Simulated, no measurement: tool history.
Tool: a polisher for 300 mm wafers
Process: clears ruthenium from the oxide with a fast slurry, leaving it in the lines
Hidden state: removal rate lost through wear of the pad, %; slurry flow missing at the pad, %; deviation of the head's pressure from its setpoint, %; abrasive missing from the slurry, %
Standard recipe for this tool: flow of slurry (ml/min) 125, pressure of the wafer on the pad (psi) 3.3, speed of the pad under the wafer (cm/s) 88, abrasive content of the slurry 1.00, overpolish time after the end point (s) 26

run	hour	flow of slurry (ml/min)	pressure of the wafer on the pad (psi)	speed of the pad under the wafer (cm/s)	abrasive content of the slurry	overpolish time after the end point (s)	wafers since the last listed run	wafers polished on this pad	hours since the slurry nozzle was cleaned	hours since the head pressure was calibrated	hours since the slurry blender was calibrated	incoming thickness of the incoming film, nm	time until the end point was called (s)	dishing of a wide line in a test structure (angstrom)
1	0.0	125	3.3	88	1.00	22	0	359	227.1	634.8	116.4	294.4	66.9	820
2	35.5	125	3.3	88	1.00	22	260	619	262.6	670.3	151.9	291.8	65.8	812
3	70.8	125	3.3	88	1.00	22	258	878	297.9	705.6	187.2	289.4	67.2	832
# hour 79.6: slurry blender recalibrated
4	103.4	125	3.3	88	1.00	26	224	1102	330.5	738.2	23.8	291.7	68.8	921
5	133.9	125	3.3	88	1.00	26	223	1325	361.0	768.7	54.3	289.3	69.9	933
# hour 151.0: slurry nozzle cleaned
6	167.6	125	3.3	88	1.00	26	239	1565	16.6	802.4	88.0	284.2	70.0	913
7	180.1	125	4.4	88	0.90	26	91	1657	29.1	814.9	100.5	291.8	63.1	1009
# hour 198.5: worn pad replaced by a new one
8	212.2	85	3.3	88	1.00	26	205	100	61.2	847.0	132.6	293.6	75.3	871
9	238.7	125	3.3	88	1.00	26	194	294	87.7	873.5	159.1	289.3	64.8	935
10	269.9	125	3.9	88	0.85	26	228	523	118.9	904.7	190.3	287.8	65.2	958
# hour 284.9: slurry blender recalibrated
11	298.2	165	2.5	70	1.20	26	192	716	147.2	933.0	13.3	290.6	87.0	769
12	326.2	125	3.3	88	1.00	26	205	921	175.2	961.0	41.3	289.4	67.1	938
# hour 353.1: head pressure recalibrated
13	354.5	125	3.3	88	1.00	26	192	1113	203.5	1.4	69.6	290.4	69.0	912
# hour 387.3: worn pad replaced by a new one
14	388.4	125	3.3	88	0.75	26	219	8	237.4	35.3	103.5	291.5	78.4	859
15	415.4	125	4.2	88	1.00	26	197	206	264.4	62.3	130.5	289.0	55.8	1119
16	440.8	125	3.3	88	1.25	26	186	392	289.8	87.7	155.9	285.9	59.0	1045
17	456.9	125	3.3	88	1.00	12	117	510	305.9	103.8	172.0	287.8	65.0	491
18	480.0	125	3.3	116	1.20	26	169	679	329.0	126.9	195.1	287.7	45.7	1264
# hour 495.7: slurry nozzle cleaned
19	504.5	125	4.4	88	1.00	31	172	851	8.8	151.4	219.6	289.7	55.6	1224
# hour 522.8: slurry blender recalibrated
20	534.8	170	4.1	88	0.75	16	207	1059	39.1	181.7	12.0	290.2	66.4	638
21	547.0	125	3.3	88	1.00	40	89	1148	51.3	193.9	24.2	292.2	68.9	1355
22	581.5	125	3.3	64	1.00	26	252	1401	85.8	228.4	58.7	290.4	97.3	695
23	596.0	125	3.3	88	0.70	26	106	1507	100.3	242.9	73.2	293.6	90.4	767
# hour 614.7: worn pad replaced by a new one
24	625.9	125	3.3	88	1.00	12	189	82	130.2	272.8	103.1	284.7	65.1	499
25	656.4	105	3.9	88	1.00	26	223	305	160.7	303.3	133.6	290.9	62.4	1015
26	685.0	125	3.3	88	1.00	33	209	515	189.3	331.9	162.2	291.9	65.9	1171
27	710.8	125	3.3	88	1.00	26	189	704	215.1	357.7	188.0	290.5	67.4	958
28	728.0	125	3.3	88	0.80	26	126	830	232.3	374.9	205.2	286.7	76.1	858

Branching from run 28: 4 alternative next runs. What would each branch give?
A	728.5	125	3.3	102	1.00	26	3	834	232.8	375.4	205.7	289.4	?	?
B	728.5	165	3.3	88	1.00	26	3	834	232.8	375.4	205.7	289.4	?	?
C	728.5	125	3.3	104	0.75	30	3	834	232.8	375.4	205.7	289.4	?	?
D	728.5	125	2.4	68	1.00	26	3	834	232.8	375.4	205.7	289.4	?	?

run	time until the end point was called (s)	dishing of a wide line in a test structure (angstrom)
A	58.5	1053
B	64.2	976
C	67.9	1046
D	106.1	635
Without the tool's unlogged condition, the same runs would have read:
run	time until the end point was called (s)	dishing of a wide line in a test structure (angstrom)
A	56.8	1077
B	62.4	999
C	66.0	1071
D	103.1	651
